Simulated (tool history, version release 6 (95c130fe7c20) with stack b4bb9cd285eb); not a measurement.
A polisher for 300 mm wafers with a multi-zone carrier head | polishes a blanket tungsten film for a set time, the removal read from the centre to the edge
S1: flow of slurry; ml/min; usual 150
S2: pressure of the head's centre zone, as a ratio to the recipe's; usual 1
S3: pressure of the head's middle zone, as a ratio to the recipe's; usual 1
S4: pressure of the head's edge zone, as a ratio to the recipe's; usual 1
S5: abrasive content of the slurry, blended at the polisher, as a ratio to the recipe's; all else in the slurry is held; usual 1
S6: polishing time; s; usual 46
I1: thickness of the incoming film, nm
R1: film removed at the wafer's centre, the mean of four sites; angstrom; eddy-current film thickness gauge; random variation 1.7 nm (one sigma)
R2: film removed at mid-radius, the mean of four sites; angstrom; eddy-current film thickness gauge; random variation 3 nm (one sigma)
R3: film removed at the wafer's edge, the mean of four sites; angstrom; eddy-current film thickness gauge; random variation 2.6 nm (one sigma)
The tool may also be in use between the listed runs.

run	hour	S1	S2	S3	S4	S5	S6	I1	R1	R2	R3
1	0	150	1	1	1	1.1	35	644.1	1591	1635	1621
2	7.4	150	1.06	1	1.11	1	46	633.9	2196	2072	2168
3	13.6	150	1	1	1	1	46	647	2089	2070	2095
4	29.7	150	1	0.92	0.93	1	46	644.5	2058	1945	1968
5	38.2	150	1	1	1	1	46	637.3	2065	2100	2057
6	54.9	150	1	0.93	1	1	46	637.7	2039	1981	2073
7	62.2	150	1	1	1	1	53	635.2	2375	2387	2382
8	75.2	110	1	1	1	0.85	46	641.1	1805	1910	1862
# hour 81.9: worn pad replaced by a new one
9	82.3	150	1	1.04	1	1	46	636.6	2041	2156	2047
10	89.4	120	1	1	1	1	46	634.7	1906	1995	1965
11	100.3	105	1	1.04	1	1	46	632.7	1814	1916	1882
12	111.7	150	1	1	1	1	46	643.8	2055	2071	1991
13	123.8	150	1	1	1	1	46	637.9	2045	2032	2007
14	132.7	150	1	1	0.91	1	46	640.5	2016	2053	1942
15	150.1	150	1	1	1	1	58	639.4	2543	2562	2518
16	158.1	150	1	1	1.05	1	46	627.8	1982	2058	2049
17	165.3	125	1	1.1	1	1.25	46	647.5	1979	2179	2005
18	176.1	150	1	1	1	1	46	636.3	1980	2026	2026
19	192.2	150	1	1	1	1	46	631.6	2006	2065	1996
# hour 202.5: worn pad replaced by a new one
20	203.3	150	1	1	0.91	1	46	646.8	1984	2074	1911
21	211.9	130	1	1	1	1	46	637	1926	2011	1954

Forecast each of these 5 alternatives for the next run:
A	212.3	150	1	1	1	1	46	633.9	?	?	?
B	212.3	185	1	1.05	1.05	1.1	46	633.9	?	?	?
C	212.3	150	1	1	0.95	1	46	633.9	?	?	?
D	212.3	170	1	0.92	0.93	1	46	633.9	?	?	?
E	212.3	110	0.91	1	1	1	46	633.9	?	?	?

run	R1	R2	R3
A	1996	2028	2001
B	2132	2243	2140
C	1996	2028	1956
D	2062	1947	1980
E	1633	1851	1880
Without the tool's hidden state the same runs would have given:
run	R1	R2	R3
A	2099	2121	2065
B	2220	2326	2197
C	2099	2121	2019
D	2155	2025	2037
E	1752	1968	1959
